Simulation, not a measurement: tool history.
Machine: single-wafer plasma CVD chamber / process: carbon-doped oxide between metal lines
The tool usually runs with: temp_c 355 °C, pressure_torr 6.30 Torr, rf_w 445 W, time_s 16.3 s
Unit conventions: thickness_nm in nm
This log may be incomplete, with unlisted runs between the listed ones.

run	hour	temp_c	pressure_torr	rf_w	time_s	read-back reference wafer on the same gauge, thickness_nm	thickness_nm
1	0.0	355	6.30	445	16.3	64.318	74.345
2	35.6	355	6.30	445	16.3	64.291	74.209
3	49.0	355	6.30	445	16.3	64.386	74.479
4	77.5	355	6.30	445	16.3	64.212	74.249
5	103.8	355	6.30	445	16.3	64.287	73.729
6	127.3	355	6.30	420	16.3	64.292	71.058
7	147.2	355	6.30	445	13.9	64.288	63.959
8	178.2	355	6.30	445	13.9	64.322	64.249
9	211.4	355	6.30	445	13.9	64.250	63.391
10	227.4	347	6.30	445	17.0	64.292	78.904
11	243.5	355	6.30	530	16.3	64.290	83.762
12	266.1	355	6.30	510	16.3	64.298	81.483
13	312.0	363	6.30	510	13.5	64.215	66.666
14	340.4	344	7.51	415	16.3	64.286	73.455
15	415.3	350	7.36	385	18.9	64.270	78.329
16	439.0	355	6.30	525	16.3	64.310	83.835
17	461.1	347	6.30	445	15.2	64.379	70.685
18	481.3	355	6.30	445	16.3	64.381	74.325
19	495.7	355	6.30	445	16.3	64.264	74.232
20	515.7	343	6.30	485	16.3	64.271	81.929
21	544.8	349	5.01	360	13.2	64.269	50.266

Removed from this log: 5 entries logged between the listed runs. Between which two listed runs does each belong, and how does the tool's hidden state at the listed run before it compare with that at the listed run after it?
After run 9, before run 10: showerhead replaced (hour 223.7); RF generator calibrated (hour 226.9)
  nothing in the hidden state changes from one run to the other
After run 12, before run 13: gauge calibrated (hour 296.2); capacitance manometer re-zeroed and calibrated (hour 307.3)
  nothing in the hidden state changes from one run to the other
After run 13, before run 14: thermocouple changed; heater temperature recalibrated (hour 339.9)
  nothing in the hidden state changes from one run to the other

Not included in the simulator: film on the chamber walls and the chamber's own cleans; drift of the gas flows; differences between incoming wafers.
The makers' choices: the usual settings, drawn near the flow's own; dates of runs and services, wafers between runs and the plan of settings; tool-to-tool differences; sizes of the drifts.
